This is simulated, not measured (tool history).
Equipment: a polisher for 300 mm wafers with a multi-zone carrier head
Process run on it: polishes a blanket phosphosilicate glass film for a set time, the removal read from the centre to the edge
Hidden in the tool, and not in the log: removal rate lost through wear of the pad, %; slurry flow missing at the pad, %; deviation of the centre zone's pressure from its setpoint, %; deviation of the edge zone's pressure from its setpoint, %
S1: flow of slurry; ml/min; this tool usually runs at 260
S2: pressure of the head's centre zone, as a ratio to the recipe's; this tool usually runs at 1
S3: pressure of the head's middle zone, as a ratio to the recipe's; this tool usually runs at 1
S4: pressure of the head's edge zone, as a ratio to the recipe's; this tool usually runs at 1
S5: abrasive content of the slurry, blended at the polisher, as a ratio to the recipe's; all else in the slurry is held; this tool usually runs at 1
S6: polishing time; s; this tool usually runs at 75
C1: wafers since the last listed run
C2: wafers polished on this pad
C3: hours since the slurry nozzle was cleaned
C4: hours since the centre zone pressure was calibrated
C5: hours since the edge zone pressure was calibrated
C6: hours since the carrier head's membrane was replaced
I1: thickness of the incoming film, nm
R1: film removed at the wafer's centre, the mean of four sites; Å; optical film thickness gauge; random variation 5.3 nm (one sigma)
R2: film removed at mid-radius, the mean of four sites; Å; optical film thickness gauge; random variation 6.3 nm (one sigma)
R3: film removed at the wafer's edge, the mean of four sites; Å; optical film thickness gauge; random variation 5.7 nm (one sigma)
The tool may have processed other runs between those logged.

run,day,S1,S2,S3,S4,S5,S6,C1,C2,C3,C4,C5,C6,I1,R1,R2,R3
1,0,260,1,1,1,1,75,0,30,240,200.3,613.1,323.6,3286.4,4590,5434,5353
2,3.962,260,1.05,0.94,1,1,62,882,913,335.1,295.4,708.2,418.7,3283.6,3968,4280,4430
# day 7.117: edge zone pressure recalibrated
3,8.142,260,1,1,1,1.1,75,912,1825,435.4,395.7,24.6,519,3301.2,4728,5720,5615
4,11.442,260,1.07,1,0.9,1,85,734,2560,514.6,474.9,103.8,598.2,3268,5485,6200,5813
5,19.221,295,0.92,1,1,1.2,93,1732,4293,701.3,661.6,290.5,784.9,3285.9,5779,7450,7313
# day 19.871: centre zone pressure recalibrated, repeated, since the last time left the tool worse
# day 25.775: worn pad replaced by a new one
# day 30.729: carrier head's membrane replaced by a new one
6,30.808,260,1,1,1,1,75,2478,1074,979.4,262.5,568.6,1.9,3307.3,5281,5462,5259
# day 32.646: slurry nozzle cleaned
7,33.25,260,1,1,1,1,98,534,1609,14.5,321.1,627.2,60.5,3241.7,6907,7119,6933
8,37.438,260,1.06,1,1,1,96,932,2542,115,421.6,727.7,161,3251.7,7258,6983,6791
# day 40.571: edge zone pressure recalibrated
9,40.721,260,1.07,1,1,0.85,86,712,3254,193.8,500.4,3.6,239.8,3219.9,6125,5804,5700
10,43.254,260,1,1,1.04,1,75,564,3818,254.6,561.2,64.4,300.6,3214.8,5449,5461,5457
11,45.725,260,1,1,1,1,75,550,4369,313.9,620.5,123.7,359.9,3242.1,5404,5619,5397
12,47.5,260,1,1,1,1.3,75,395,4764,356.5,663.1,166.3,402.5,3266.1,6111,6098,5930
13,51.058,260,1,1,0.96,1,57,792,5557,441.9,748.5,251.7,487.9,3268.7,4093,4152,4077
14,52.675,235,1,1,1,1,75,360,5917,480.7,787.3,290.5,526.7,3228.2,5408,5392,5259
15,54.546,260,1,1,0.88,0.75,75,416,6333,525.6,832.2,335.4,571.6,3250,4863,4801,4530
# day 57.671: worn pad replaced by a new one
16,58.062,260,1,1,0.97,0.85,75,746,87,610,916.6,419.8,656,3250.1,5101,5033,4975

Run 17, settings as shown, results not yet in. Your forecast:
17,63.254,260,1,1,0.92,1,75,1156,1243,734.6,1041.2,544.4,780.6,3301.1,?,?,?

{"run 17": {"R1": 5504, "R2": 5532, "R3": 5307}}
Had the tool carried no hidden state, the very same run would have given R1 5330 Å, R2 5533 Å, R3 5307 Å.

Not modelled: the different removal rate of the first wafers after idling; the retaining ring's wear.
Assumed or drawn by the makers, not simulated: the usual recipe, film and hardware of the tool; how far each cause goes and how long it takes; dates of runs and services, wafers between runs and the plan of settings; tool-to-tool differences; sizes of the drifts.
